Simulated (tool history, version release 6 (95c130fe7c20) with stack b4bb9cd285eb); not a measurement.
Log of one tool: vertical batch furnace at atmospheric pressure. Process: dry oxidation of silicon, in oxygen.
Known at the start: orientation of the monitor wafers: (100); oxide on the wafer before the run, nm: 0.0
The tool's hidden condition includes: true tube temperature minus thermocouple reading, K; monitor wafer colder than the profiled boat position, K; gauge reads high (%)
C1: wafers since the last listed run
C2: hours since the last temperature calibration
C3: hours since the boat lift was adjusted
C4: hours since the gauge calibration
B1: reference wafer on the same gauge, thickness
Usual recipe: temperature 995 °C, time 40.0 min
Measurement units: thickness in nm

run 1 hour=0.0 | temperature=988 time=26.0 | C1=0 C2=3789.9 C3=3054.2 C4=546.2 | B1=43.12 | thickness=27.65
run 2 hour=24.0 | temperature=988 time=26.0 | C1=420 C2=3813.9 C3=3078.2 C4=570.2 | B1=43.14 | thickness=28.02
run 3 hour=48.9 | temperature=995 time=40.0 | C1=436 C2=3838.8 C3=3103.1 C4=595.1 | B1=43.11 | thickness=38.31
run 4 hour=63.1 | temperature=995 time=40.0 | C1=248 C2=3853.0 C3=3117.3 C4=609.3 | B1=43.06 | thickness=38.30
run 5 hour=89.1 | temperature=995 time=40.0 | C1=455 C2=3879.0 C3=3143.3 C4=635.3 | B1=43.09 | thickness=38.32
run 6 hour=101.5 | temperature=995 time=40.0 | C1=217 C2=3891.4 C3=3155.7 C4=647.7 | B1=43.07 | thickness=38.30
run 7 hour=133.8 | temperature=995 time=40.0 | C1=565 C2=3923.7 C3=3188.0 C4=680.0 | B1=43.07 | thickness=37.94
run 8 hour=160.9 | temperature=995 time=40.0 | C1=474 C2=3950.8 C3=3215.1 C4=707.1 | B1=43.13 | thickness=38.48
run 9 hour=196.6 | temperature=995 time=40.0 | C1=625 C2=3986.5 C3=3250.8 C4=742.8 | B1=43.13 | thickness=38.13
run 10 hour=223.4 | temperature=995 time=40.0 | C1=469 C2=4013.3 C3=3277.6 C4=769.6 | B1=43.06 | thickness=38.37
run 11 hour=251.2 | temperature=995 time=40.0 | C1=486 C2=4041.1 C3=3305.4 C4=797.4 | B1=43.13 | thickness=38.31
run 12 hour=281.3 | temperature=995 time=40.0 | C1=527 C2=4071.2 C3=3335.5 C4=827.5 | B1=43.11 | thickness=38.09
run 13 hour=315.1 | temperature=995 time=40.0 | C1=592 C2=4105.0 C3=3369.3 C4=861.3 | B1=43.08 | thickness=38.06
run 14 hour=335.5 | temperature=995 time=40.0 | C1=357 C2=4125.4 C3=3389.7 C4=881.7 | B1=43.12 | thickness=38.36
run 15 hour=352.8 | temperature=973 time=53.5 | C1=303 C2=4142.7 C3=3407.0 C4=899.0 | B1=43.13 | thickness=37.52
run 16 hour=377.3 | temperature=1016 time=34.0 | C1=429 C2=4167.2 C3=3431.5 C4=923.5 | B1=43.14 | thickness=42.71
run 17 hour=409.6 | temperature=995 time=33.0 | C1=565 C2=4199.5 C3=3463.8 C4=955.8 | B1=43.05 | thickness=34.15
run 18 hour=434.2 | temperature=1006 time=40.0 | C1=430 C2=4224.1 C3=3488.4 C4=980.4 | B1=43.08 | thickness=42.33
-- hour=487.8 boat lift adjusted
run 19 hour=521.6 | temperature=985 time=30.0 | C1=1110 C2=4311.5 C3=33.8 C4=1067.8 | B1=43.05 | thickness=29.31
-- hour=533.3 gauge calibrated
run 20 hour=544.9 | temperature=995 time=40.0 | C1=408 C2=4334.8 C3=57.1 C4=11.6 | B1=43.10 | thickness=38.03
run 21 hour=590.7 | temperature=1013 time=30.5 | C1=802 C2=4380.6 C3=102.9 C4=57.4 | B1=43.15 | thickness=38.79
run 22 hour=618.7 | temperature=1018 time=28.0 | C1=490 C2=4408.6 C3=130.9 C4=85.4 | B1=43.10 | thickness=38.49
run 23 hour=645.3 | temperature=1008 time=53.5 | C1=465 C2=4435.2 C3=157.5 C4=112.0 | B1=43.13 | thickness=52.19
-- hour=678.6 thermocouples replaced and temperature profile calibrated
run 24 hour=679.1 | temperature=1004 time=40.0 | C1=171 C2=0.5 C3=191.3 C4=145.8 | B1=43.09 | thickness=41.95
run 25 hour=682.9 | temperature=995 time=40.0 | C1=66 C2=4.3 C3=195.1 C4=149.6 | B1=43.12 | thickness=38.08
run 26 hour=714.4 | temperature=1003 time=28.0 | C1=551 C2=35.8 C3=226.6 C4=181.1 | B1=43.10 | thickness=33.87
run 27 hour=734.4 | temperature=1007 time=20.0 | C1=350 C2=55.8 C3=246.6 C4=201.1 | B1=43.15 | thickness=28.94
run 28 hour=767.7 | temperature=974 time=20.5 | C1=583 C2=89.1 C3=279.9 C4=234.4 | B1=43.12 | thickness=21.13
run 29 hour=794.2 | temperature=1003 time=24.0 | C1=464 C2=115.6 C3=306.4 C4=260.9 | B1=43.16 | thickness=30.84
run 30 hour=813.3 | temperature=1020 time=30.5 | C1=334 C2=134.7 C3=325.5 C4=280.0 | B1=43.12 | thickness=40.71
run 31 hour=834.9 | temperature=1006 time=29.5 | C1=378 C2=156.3 C3=347.1 C4=301.6 | B1=43.11 | thickness=35.85
run 32 hour=859.9 | temperature=1003 time=50.0 | C1=437 C2=181.3 C3=372.1 C4=326.6 | B1=43.12 | thickness=47.23
run 33 hour=893.0 | temperature=1002 time=54.0 | C1=579 C2=214.4 C3=405.2 C4=359.7 | B1=43.07 | thickness=49.41
run 34 hour=922.5 | temperature=984 time=46.5 | C1=516 C2=243.9 C3=434.7 C4=389.2 | B1=43.05 | thickness=37.85
run 35 hour=976.8 | temperature=995 time=40.0 | C1=951 C2=298.2 C3=489.0 C4=443.5 | B1=43.07 | thickness=38.38
run 36 hour=995.5 | temperature=995 time=40.0 | C1=327 C2=316.9 C3=507.7 C4=462.2 | B1=43.08 | thickness=38.01
run 37 hour=1015.5 | temperature=995 time=40.0 | C1=350 C2=336.9 C3=527.7 C4=482.2 | B1=43.09 | thickness=38.37
run 38 hour=1050.3 | temperature=984 time=40.0 | C1=609 C2=371.7 C3=562.5 C4=517.0 | B1=43.12 | thickness=34.51

For each entry between runs, how does the tool's hidden state at the last listed run before it compare with that at the first listed run after it?
In the gap between runs 18 and 19: boat lift adjusted (hour 487.8)
  both runs share identical hidden conditions
In the gap between runs 19 and 20: gauge calibrated (hour 533.3)
  both runs share identical hidden conditions
In the gap between runs 23 and 24: thermocouples replaced and temperature profile calibrated (hour 678.6)
  both runs share identical hidden conditions
